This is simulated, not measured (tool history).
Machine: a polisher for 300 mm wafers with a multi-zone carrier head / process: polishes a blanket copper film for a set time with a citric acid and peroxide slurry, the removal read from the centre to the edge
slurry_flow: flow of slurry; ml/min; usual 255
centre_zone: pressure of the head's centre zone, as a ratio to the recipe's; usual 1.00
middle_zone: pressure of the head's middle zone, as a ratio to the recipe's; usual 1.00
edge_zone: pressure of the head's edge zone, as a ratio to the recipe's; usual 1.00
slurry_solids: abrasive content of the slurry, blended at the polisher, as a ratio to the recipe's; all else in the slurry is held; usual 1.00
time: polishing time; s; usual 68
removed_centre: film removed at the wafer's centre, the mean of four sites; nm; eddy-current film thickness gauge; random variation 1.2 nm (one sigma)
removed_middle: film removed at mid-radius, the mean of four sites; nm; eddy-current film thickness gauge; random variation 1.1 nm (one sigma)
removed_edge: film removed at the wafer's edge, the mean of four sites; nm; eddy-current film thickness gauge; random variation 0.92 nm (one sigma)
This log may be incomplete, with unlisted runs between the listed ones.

run	hour	slurry_flow	centre_zone	middle_zone	edge_zone	slurry_solids	time	wafers since the last listed run	wafers polished on this pad	hours since the slurry nozzle was cleaned	hours since the centre zone pressure was calibrated	hours since the edge zone pressure was calibrated	hours since the carrier head's membrane was replaced	incoming thickness of the incoming film, nm	removed_centre	removed_middle	removed_edge
1	0.0	255	1.00	1.00	1.00	1.00	68	0	3715	186.7	707.7	1150.6	133.5	536.0	85.4	85.6	82.4
2	65.4	255	1.08	1.00	1.00	1.10	68	801	4516	252.1	773.1	1216.0	198.9	526.1	94.9	85.2	83.6
# hour 115.9: edge zone pressure recalibrated
3	123.7	255	1.00	1.00	1.00	1.00	68	689	5206	310.4	831.4	7.8	257.2	530.3	83.6	83.4	79.5
4	177.5	255	1.11	1.00	1.00	1.00	68	659	5865	364.2	885.2	61.6	311.0	518.2	90.7	81.8	82.3
# hour 216.0: centre zone pressure recalibrated
5	272.1	255	1.04	0.92	1.00	1.15	68	1134	7000	458.8	56.1	156.2	405.6	532.6	87.5	77.5	81.8
# hour 292.7: slurry nozzle cleaned
# hour 321.3: worn pad replaced by a new one
6	347.5	255	1.00	0.92	1.00	1.00	68	862	321	54.8	131.5	231.6	481.0	533.8	86.8	80.2	83.1
7	435.0	255	1.00	1.00	1.00	1.00	68	1072	1393	142.3	219.0	319.1	568.5	531.9	85.7	86.5	81.7
8	604.1	255	1.00	1.00	1.00	1.00	68	2071	3465	311.4	388.1	488.2	737.6	527.3	84.6	83.2	82.6
9	711.1	255	1.00	0.96	0.93	1.15	59	1311	4776	418.4	495.1	595.2	844.6	533.1	73.3	70.3	69.5
# hour 821.2: worn pad replaced by a new one
10	847.4	295	1.00	0.96	0.90	1.00	68	1621	321	554.7	631.4	731.5	980.9	534.3	82.6	79.5	77.2
# hour 858.0: slurry nozzle cleaned
11	920.1	255	0.95	1.00	1.00	1.00	68	878	1199	62.1	704.1	804.2	1053.6	525.6	82.5	86.0	83.5
12	1018.9	255	0.95	1.00	1.00	1.20	92	1210	2410	160.9	802.9	903.0	1152.4	532.5	113.2	118.0	113.8
13	1058.9	255	0.92	1.00	1.00	1.00	68	490	2900	200.9	842.9	943.0	1192.4	523.0	79.6	82.1	82.3
# hour 1133.8: carrier head's membrane replaced by a new one
# hour 1182.0: centre zone pressure recalibrated
14	1197.4	255	1.10	1.00	1.10	1.00	74	1611	4511	339.4	15.4	1081.5	63.6	531.6	101.7	91.7	94.0
15	1240.2	255	1.00	1.00	1.00	1.25	57	524	5036	382.2	58.2	1124.3	106.4	529.6	72.9	72.5	69.4
16	1307.9	255	1.00	1.00	1.00	1.00	58	829	5865	449.9	125.9	1192.0	174.1	527.3	69.5	69.9	70.1
# hour 1342.1: edge zone pressure recalibrated
17	1385.5	205	1.00	1.11	1.07	1.00	68	926	6792	527.5	203.5	43.4	251.7	523.7	78.9	83.9	79.2
# hour 1387.8: slurry nozzle cleaned
# hour 1396.3: worn pad replaced by a new one
18	1429.5	255	1.00	1.00	0.94	1.00	68	477	407	41.7	247.5	87.4	295.7	519.5	86.5	84.7	80.1
19	1512.7	255	1.00	1.00	1.00	1.00	68	1019	1426	124.9	330.7	170.6	378.9	525.6	86.5	82.7	82.2
20	1619.1	255	1.00	0.90	1.00	1.00	46	1303	2730	231.3	437.1	277.0	485.3	528.3	57.2	52.3	55.6
21	1691.3	255	1.00	1.00	1.00	1.00	68	884	3615	303.5	509.3	349.2	557.5	537.6	84.3	83.5	81.0

4 options for the next run, each taken on its own from the tool as it stands now. Forecast them:
A	1691.7	255	1.00	1.00	1.00	1.00	68	4	3620	303.9	509.7	349.6	557.9	528.6	?	?	?
B	1691.7	295	1.00	1.00	0.94	1.15	53	4	3620	303.9	509.7	349.6	557.9	528.6	?	?	?
C	1691.7	285	0.92	1.00	0.89	1.00	68	4	3620	303.9	509.7	349.6	557.9	528.6	?	?	?
D	1691.7	220	0.96	1.08	0.95	1.00	68	4	3620	303.9	509.7	349.6	557.9	528.6	?	?	?

run	removed_centre	removed_middle	removed_edge
A	85.0	82.3	81.9
B	69.4	67.0	64.5
C	79.4	83.5	78.4
D	79.8	85.9	78.7
Without the tool's hidden state the same runs would have given:
run	removed_centre	removed_middle	removed_edge
A	88.6	85.4	84.2
B	72.0	69.2	66.1
C	82.5	86.4	80.4
D	83.6	89.6	81.2
